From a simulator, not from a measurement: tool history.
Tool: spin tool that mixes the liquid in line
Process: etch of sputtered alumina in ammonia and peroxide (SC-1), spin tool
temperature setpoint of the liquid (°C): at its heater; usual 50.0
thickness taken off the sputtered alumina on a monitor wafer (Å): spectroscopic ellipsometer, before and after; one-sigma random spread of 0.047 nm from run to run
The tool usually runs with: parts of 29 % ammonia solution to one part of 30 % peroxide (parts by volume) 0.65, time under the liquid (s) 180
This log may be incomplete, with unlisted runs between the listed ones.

run   hour  temperature setpoint of the liquid (°C)  parts of 29 % ammonia solution to one part of 30 % peroxide (parts by volume)  time under the liquid (s)  wafers since the last listed run  hours since the thermometer was replaced  hours since the ammonia flow meter was replaced  hours since the heated supply line was repaired  hours since the drum of ammonia solution was connected  hours since the gauge calibration  read-back film thickness of the sputtered alumina reference wafer, read on the same gauge (nm)  thickness taken off the sputtered alumina on a monitor wafer (Å)
  1    0.0                                     50.0                                                                           0.65                        180                                 0                                      86.4                                           1983.1                                           1933.5                                                    27.0                              272.0                                                                                           99.97                                                             129.2
  2   12.0                                     50.0                                                                           0.65                        180                               112                                      98.4                                           1995.1                                           1945.5                                                    39.0                              284.0                                                                                          100.02                                                             128.6
      17.2  -- heated supply line repaired
      38.7  -- gauge calibrated
  3   52.4                                     50.0                                                                           0.45                        180                               369                                     138.8                                           2035.5                                             35.2                                                    79.4                               13.7                                                                                           99.95                                                             124.5
  4   70.4                                     50.0                                                                           0.45                        180                               168                                     156.8                                           2053.5                                             53.2                                                    97.4                               31.7                                                                                          100.01                                                             125.1
  5   77.1                                     50.0                                                                           0.45                        180                                62                                     163.5                                           2060.2                                             59.9                                                   104.1                               38.4                                                                                          100.01                                                             124.4
  6   93.4                                     55.0                                                                           0.50                         95                               152                                     179.8                                           2076.5                                             76.2                                                   120.4                               54.7                                                                                           99.99                                                              87.0
  7   99.8                                     45.0                                                                           0.65                        180                                59                                     186.2                                           2082.9                                             82.6                                                   126.8                               61.1                                                                                          100.00                                                              97.0
  8  106.0                                     50.0                                                                           0.65                        180                                58                                     192.4                                           2089.1                                             88.8                                                   133.0                               67.3                                                                                           99.97                                                             129.2
  9  121.1                                     43.0                                                                           0.75                        180                               141                                     207.5                                           2104.2                                            103.9                                                   148.1                               82.4                                                                                           99.97                                                              87.9
 10  134.7                                     50.0                                                                           0.65                        180                               127                                     221.1                                           2117.8                                            117.5                                                   161.7                               96.0                                                                                           99.99                                                             129.6
 11  151.8                                     53.0                                                                           0.65                        180                               160                                     238.2                                           2134.9                                            134.6                                                   178.8                              113.1                                                                                          100.01                                                             151.4
 12  160.6                                     59.5                                                                           0.55                        150                                82                                     247.0                                           2143.7                                            143.4                                                   187.6                              121.9                                                                                          100.01                                                             175.1
 13  171.2                                     40.5                                                                           0.65                        180                                99                                     257.6                                           2154.3                                            154.0                                                   198.2                              132.5                                                                                          100.06                                                              75.0
 14  185.0                                     50.0                                                                           0.95                        180                               129                                     271.4                                           2168.1                                            167.8                                                   212.0                              146.3                                                                                           99.98                                                             133.4
     192.8  -- ammonia flow meter replaced
 15  193.3                                     43.5                                                                           0.80                        130                                68                                     279.7                                              0.5                                            176.1                                                   220.3                              154.6                                                                                          100.06                                                              65.8
 16  202.4                                     50.0                                                                           0.65                        180                                85                                     288.8                                              9.6                                            185.2                                                   229.4                              163.7                                                                                          100.05                                                             127.8
 17  216.0                                     50.0                                                                           0.65                        180                               127                                     302.4                                             23.2                                            198.8                                                   243.0                              177.3                                                                                           99.99                                                             129.3
 18  227.1                                     42.0                                                                           0.50                        220                               103                                     313.5                                             34.3                                            209.9                                                   254.1                              188.4                                                                                           99.99                                                              97.1
 19  233.5                                     50.0                                                                           0.40                        245                                59                                     319.9                                             40.7                                            216.3                                                   260.5                              194.8                                                                                          100.03                                                             165.8
 20  245.0                                     50.0                                                                           0.65                        180                               107                                     331.4                                             52.2                                            227.8                                                   272.0                              206.3                                                                                          100.00                                                             127.8
     246.3  -- new drum of ammonia solution connected
 21  255.2                                     42.5                                                                           0.35                        210                                86                                     341.6                                             62.4                                            238.0                                                     8.9                              216.5                                                                                          100.04                                                              93.0
 22  269.5                                     50.0                                                                           0.65                        220                               133                                     355.9                                             76.7                                            252.3                                                    23.2                              230.8                                                                                          100.03                                                             157.5
 23  282.4                                     57.0                                                                           0.65                        215                               120                                     368.8                                             89.6                                            265.2                                                    36.1                              243.7                                                                                          100.01                                                             225.0
 24  296.7                                     50.0                                                                           0.65                        180                               133                                     383.1                                            103.9                                            279.5                                                    50.4                              258.0                                                                                          100.02                                                             129.1

Run 25, settings as shown, results not yet in. Your forecast:
 25  314.6                                     45.0                                                                           0.75                        250                               167                                     401.0                                            121.8                                            297.4                                                    68.3                              275.9                                                                                               ?                                                                 ?

{"run 25": {"read-back film thickness of the sputtered alumina reference wafer, read on the same gauge (nm)": 100.05, "thickness taken off the sputtered alumina on a monitor wafer (Å)": 137.0}}
If the tool had no hidden condition, the same run with the same run-to-run variation would have returned thickness taken off the sputtered alumina on a monitor wafer (Å) 137.5.
